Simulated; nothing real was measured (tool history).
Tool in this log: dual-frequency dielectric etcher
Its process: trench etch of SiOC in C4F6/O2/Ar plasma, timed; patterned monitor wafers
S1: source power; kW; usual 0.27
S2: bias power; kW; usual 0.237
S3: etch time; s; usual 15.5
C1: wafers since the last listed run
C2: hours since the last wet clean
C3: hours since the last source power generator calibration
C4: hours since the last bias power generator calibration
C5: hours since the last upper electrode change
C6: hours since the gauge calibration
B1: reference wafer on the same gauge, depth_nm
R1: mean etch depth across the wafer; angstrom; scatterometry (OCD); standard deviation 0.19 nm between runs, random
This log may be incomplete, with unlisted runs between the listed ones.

run 1 day=0 | S1=0.27 S2=0.223 S3=15.5 | C1=0 C2=92.1 C3=2738.6 C4=4242.4 C5=3516 C6=2508 | B1=33.67 | R1=291.9
-- day=1.388 upper electrode replaced
run 2 day=3.321 | S1=0.27 S2=0.223 S3=15.5 | C1=607 C2=171.8 C3=2818.3 C4=4322.1 C5=46.4 C6=2587.7 | B1=33.63 | R1=293.2
run 3 day=15.079 | S1=0.27 S2=0.237 S3=15.5 | C1=3075 C2=454 C3=3100.5 C4=4604.3 C5=328.6 C6=2869.9 | B1=33.78 | R1=298.3
run 4 day=18.417 | S1=0.27 S2=0.237 S3=15.5 | C1=873 C2=534.1 C3=3180.6 C4=4684.4 C5=408.7 C6=2950 | B1=33.7 | R1=296.4
run 5 day=20.704 | S1=0.27 S2=0.237 S3=15.5 | C1=598 C2=589 C3=3235.5 C4=4739.3 C5=463.6 C6=3004.9 | B1=33.69 | R1=293.1
-- day=22.8 wet clean of the chamber
run 6 day=22.821 | S1=0.27 S2=0.237 S3=15.5 | C1=292 C2=0.5 C3=3286.3 C4=4790.1 C5=514.4 C6=3055.7 | B1=33.66 | R1=295.1
run 7 day=24.462 | S1=0.27 S2=0.237 S3=15.5 | C1=429 C2=39.9 C3=3325.7 C4=4829.5 C5=553.8 C6=3095.1 | B1=33.66 | R1=295.9
-- day=26 gauge calibrated
run 8 day=26.262 | S1=0.27 S2=0.237 S3=15.5 | C1=470 C2=83.1 C3=3368.9 C4=4872.7 C5=597 C6=6.3 | B1=33.77 | R1=300.1
-- day=27.438 source power generator calibrated
run 9 day=29.333 | S1=0.27 S2=0.237 S3=15.5 | C1=759 C2=156.8 C3=45.5 C4=4946.4 C5=670.7 C6=80 | B1=33.73 | R1=293.4
-- day=30.529 bias power generator calibrated
run 10 day=32.471 | S1=0.21 S2=0.21 S3=11 | C1=777 C2=232.1 C3=120.8 C4=46.6 C5=746 C6=155.3 | B1=33.69 | R1=169.8
run 11 day=36.804 | S1=0.27 S2=0.237 S3=15.5 | C1=1133 C2=336.1 C3=224.8 C4=150.6 C5=850 C6=259.3 | B1=33.67 | R1=296.1
run 12 day=38.817 | S1=0.27 S2=0.205 S3=15.5 | C1=526 C2=384.4 C3=273.1 C4=198.9 C5=898.3 C6=307.6 | B1=33.81 | R1=279.4
run 13 day=41.825 | S1=0.3 S2=0.237 S3=15.5 | C1=786 C2=456.6 C3=345.3 C4=271.1 C5=970.5 C6=379.8 | B1=33.62 | R1=312.7
run 14 day=45.725 | S1=0.27 S2=0.237 S3=15.5 | C1=1020 C2=550.2 C3=438.9 C4=364.7 C5=1064.1 C6=473.4 | B1=33.76 | R1=293
run 15 day=47.567 | S1=0.32 S2=0.292 S3=11.5 | C1=481 C2=594.4 C3=483.1 C4=408.9 C5=1108.3 C6=517.6 | B1=33.72 | R1=260.8
-- day=50.4 wet clean of the chamber
run 16 day=50.521 | S1=0.27 S2=0.237 S3=19.5 | C1=511 C2=2.9 C3=554 C4=479.8 C5=1179.2 C6=588.5 | B1=33.67 | R1=370.5
run 17 day=53.883 | S1=0.27 S2=0.237 S3=15.5 | C1=879 C2=83.6 C3=634.7 C4=560.5 C5=1259.9 C6=669.2 | B1=33.71 | R1=296.8
run 18 day=58.212 | S1=0.27 S2=0.237 S3=15.5 | C1=1132 C2=187.5 C3=738.6 C4=664.4 C5=1363.8 C6=773.1 | B1=33.68 | R1=295.5
run 19 day=60.512 | S1=0.27 S2=0.196 S3=13 | C1=601 C2=242.7 C3=793.8 C4=719.6 C5=1419 C6=828.3 | B1=33.79 | R1=230.5
run 20 day=62.021 | S1=0.27 S2=0.198 S3=19.5 | C1=394 C2=278.9 C3=830 C4=755.8 C5=1455.2 C6=864.5 | B1=33.71 | R1=348.6
run 21 day=65.796 | S1=0.24 S2=0.201 S3=11.5 | C1=987 C2=369.5 C3=920.6 C4=846.4 C5=1545.8 C6=955.1 | B1=33.7 | R1=191.8
run 22 day=69.788 | S1=0.31 S2=0.216 S3=15.5 | C1=1044 C2=465.3 C3=1016.4 C4=942.2 C5=1641.6 C6=1050.9 | B1=33.62 | R1=312.3
run 23 day=72.517 | S1=0.23 S2=0.2 S3=15.5 | C1=713 C2=530.8 C3=1081.9 C4=1007.7 C5=1707.1 C6=1116.4 | B1=33.74 | R1=251.8
run 24 day=74.967 | S1=0.27 S2=0.274 S3=17 | C1=640 C2=589.6 C3=1140.7 C4=1066.5 C5=1765.9 C6=1175.2 | B1=33.74 | R1=343.9
-- day=78.658 wet clean of the chamber
run 25 day=86.721 | S1=0.21 S2=0.214 S3=15.5 | C1=2813 C2=193.5 C3=1422.8 C4=1348.6 C5=2048 C6=1457.3 | B1=33.68 | R1=240.1

Run 26 has not been measured yet. What should we expect?
run 26 day=88.542 | S1=0.27 S2=0.237 S3=15.5 | C1=476 C2=237.2 C3=1466.5 C4=1392.3 C5=2091.7 C6=1501 | B1=? | R1=?

{"run 26": {"B1": 33.73, "R1": 293.7}}
On a tool with no hidden condition, and with the same random variation, this run would have come out at R1 293.7 angstrom.
